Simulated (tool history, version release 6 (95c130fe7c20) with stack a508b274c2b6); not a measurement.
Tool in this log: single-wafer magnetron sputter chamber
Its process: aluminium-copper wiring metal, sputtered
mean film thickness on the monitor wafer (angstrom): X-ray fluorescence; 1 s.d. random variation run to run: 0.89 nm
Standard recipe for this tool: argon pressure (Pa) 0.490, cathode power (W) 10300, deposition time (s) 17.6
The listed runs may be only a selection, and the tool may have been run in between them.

run   hour  argon pressure (Pa)  cathode power (W)  deposition time (s)  read-back reference wafer on the same gauge, thickness_nm  mean film thickness on the monitor wafer (angstrom)
  1    0.0                0.490               8300                 17.6                                                    331.127                                              2354.20
  2   14.9                0.490               8300                 17.6                                                    330.901                                              2363.31
  3   26.6                0.490               8300                 17.6                                                    330.965                                              2364.69
  4   33.0                0.395              10300                 17.6                                                    331.022                                              3026.91
  5   43.3                0.490              10300                 15.8                                                    330.983                                              2572.35
  6   53.4                0.490              10300                 17.6                                                    331.228                                              2872.89
  7   66.6                0.490              10300                 17.6                                                    331.045                                              2870.58
  8   79.3                0.490              10300                 17.6                                                    331.098                                              2870.18
  9   91.8                0.490              10300                 17.6                                                    330.809                                              2859.55
 10   99.9                0.490              10300                 17.6                                                    331.087                                              2879.63
 11  113.5                0.490              10300                 17.6                                                    330.963                                              2867.68
 12  125.8                0.490              10300                 17.6                                                    331.068                                              2875.67
 13  141.3                0.490              10300                 17.6                                                    331.063                                              2883.34
 14  155.3                0.490               8500                 17.6                                                    330.983                                              2425.09
 15  165.3                0.490              10300                 17.6                                                    331.165                                              2852.62
 16  183.0                0.589              10300                 17.6                                                    331.036                                              2712.57
 17  195.3                0.307              11600                 17.6                                                    331.092                                              3524.19
 18  205.5                0.490              10300                 18.7                                                    330.830                                              3047.61
 19  214.9                0.490              10300                 17.6                                                    331.192                                              2875.88
 20  223.6                0.307               8650                 17.6                                                    331.081                                              2708.81
 21  233.3                0.567               8500                 19.2                                                    331.031                                              2526.51
 22  243.9                0.685               7700                 17.6                                                    330.872                                              2006.69
 23  251.1                0.490              10300                 17.6                                                    330.817                                              2870.84
 24  262.2                0.490              10300                 17.6                                                    330.999                                              2864.16
 25  278.7                0.490              11050                 14.8                                                    330.877                                              2578.29
 26  289.5                0.490               8750                 20.6                                                    331.027                                              2899.74
 27  313.0                0.490              10300                 17.6                                                    331.056                                              2860.64
 28  313.3                0.490              10300                 17.6                                                    331.153                                              2883.14
 29  316.5                0.490               8350                 18.7                                                    330.923                                              2514.25
 30  333.0                0.404              11850                 17.6                                                    330.800                                              3423.46
 31  339.0                0.308              11750                 14.3                                                    330.848                                              2915.94
 32  369.3                0.490              12650                 17.6                                                    330.808                                              3472.63
 33  384.2                0.490              10300                 17.6                                                    330.971                                              2888.91
 34  399.0                0.490              10300                 17.6                                                    331.044                                              2884.81
 35  407.0                0.490              10300                 19.0                                                    331.168                                              3105.19
 36  419.1                0.551              10300                 17.6                                                    330.871                                              2780.73

Put back what was entered between runs (5 entries, withheld): which listed runs does each sit between, and how does the hidden state differ from the listed run before to the listed run after?
Run 2 -> run 3: sputter target and shields replaced (hour 26.1)
  both runs share identical hidden conditions
Run 13 -> run 14: gauge calibrated (hour 146.8)
  both runs share identical hidden conditions
Run 26 -> run 27: capacitance manometer re-zeroed and calibrated (hour 299.5); magnet pack replaced (hour 304.0); sputter target and shields replaced (hour 312.5)
  both runs share identical hidden conditions
